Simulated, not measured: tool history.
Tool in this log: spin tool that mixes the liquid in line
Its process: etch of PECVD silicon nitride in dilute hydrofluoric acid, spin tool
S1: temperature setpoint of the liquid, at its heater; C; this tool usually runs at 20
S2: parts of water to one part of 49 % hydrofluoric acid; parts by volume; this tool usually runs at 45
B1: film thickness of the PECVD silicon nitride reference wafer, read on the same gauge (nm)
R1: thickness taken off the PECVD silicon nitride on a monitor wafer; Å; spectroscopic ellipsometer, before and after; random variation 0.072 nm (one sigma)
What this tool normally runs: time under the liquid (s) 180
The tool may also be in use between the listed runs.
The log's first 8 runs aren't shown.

run 9 hour=431.9 | S1=20 S2=45 time_under_the_liquid_(s)=180 | B1=40.01 | R1=97.8
run 10 hour=459 | S1=20 S2=45 time_under_the_liquid_(s)=180 | B1=40.01 | R1=97.1
run 11 hour=514.6 | S1=20 S2=45 time_under_the_liquid_(s)=180 | B1=39.99 | R1=97.2
run 12 hour=577 | S1=20 S2=45 time_under_the_liquid_(s)=180 | B1=39.99 | R1=97.3
run 13 hour=628.6 | S1=20 S2=45 time_under_the_liquid_(s)=180 | B1=40 | R1=98
-- hour=666.3 thermometer replaced
run 14 hour=693.4 | S1=20 S2=45 time_under_the_liquid_(s)=180 | B1=39.98 | R1=99
run 15 hour=749.5 | S1=20 S2=45 time_under_the_liquid_(s)=180 | B1=40 | R1=97.4
run 16 hour=806.9 | S1=23.5 S2=55 time_under_the_liquid_(s)=275 | B1=39.98 | R1=156.3
run 17 hour=836.2 | S1=20 S2=45 time_under_the_liquid_(s)=180 | B1=40.03 | R1=98.5
-- hour=865.4 gauge calibrated
-- hour=877.2 hydrofluoric acid flow meter replaced
run 18 hour=897 | S1=20 S2=45 time_under_the_liquid_(s)=180 | B1=39.98 | R1=97.5
run 19 hour=929.1 | S1=24.5 S2=60 time_under_the_liquid_(s)=180 | B1=40.01 | R1=100.9
run 20 hour=968.9 | S1=20 S2=45 time_under_the_liquid_(s)=180 | B1=40 | R1=98.1
run 21 hour=1023.7 | S1=20 S2=30 time_under_the_liquid_(s)=265 | B1=39.98 | R1=212.9
run 22 hour=1070.5 | S1=20 S2=30 time_under_the_liquid_(s)=135 | B1=39.99 | R1=108.4
run 23 hour=1131.1 | S1=18.5 S2=45 time_under_the_liquid_(s)=180 | B1=40 | R1=88.2
-- hour=1184.9 thermometer replaced
run 24 hour=1194.6 | S1=23.5 S2=30 time_under_the_liquid_(s)=85 | B1=40.01 | R1=85.9
run 25 hour=1225.3 | S1=17 S2=45 time_under_the_liquid_(s)=225 | B1=40.01 | R1=97.6
run 26 hour=1265.7 | S1=20 S2=45 time_under_the_liquid_(s)=145 | B1=40.01 | R1=78.3
run 27 hour=1293.2 | S1=20 S2=30 time_under_the_liquid_(s)=285 | B1=40.01 | R1=229.7
run 28 hour=1343.6 | S1=22 S2=45 time_under_the_liquid_(s)=90 | B1=40.02 | R1=56.2
run 29 hour=1368.8 | S1=20 S2=45 time_under_the_liquid_(s)=85 | B1=39.98 | R1=46.3
run 30 hour=1407.4 | S1=22 S2=45 time_under_the_liquid_(s)=180 | B1=39.96 | R1=111.6
run 31 hour=1463.7 | S1=21.5 S2=45 time_under_the_liquid_(s)=180 | B1=39.99 | R1=109.1

What if the next run were any one of these 5? Each begins from the tool's condition after run 31:
run A hour=1464.2 | S1=17.5 S2=45 time_under_the_liquid_(s)=180 | B1=? | R1=?
run B hour=1464.2 | S1=22 S2=45 time_under_the_liquid_(s)=120 | B1=? | R1=?
run C hour=1464.2 | S1=18 S2=25 time_under_the_liquid_(s)=125 | B1=? | R1=?
run D hour=1464.2 | S1=17 S2=45 time_under_the_liquid_(s)=180 | B1=? | R1=?
run E hour=1464.2 | S1=20 S2=40 time_under_the_liquid_(s)=260 | B1=? | R1=?

run=A B1=40.02 R1=81.8
run=B B1=40.02 R1=74.7
run=C B1=40.02 R1=103.7
run=D B1=40.02 R1=79
run=E B1=40.02 R1=158
Take away the tool's hidden state, keep each run's random variation, and the runs would have read:
run=A R1=81.8
run=B R1=74.7
run=C R1=103.7
run=D R1=79
run=E R1=158
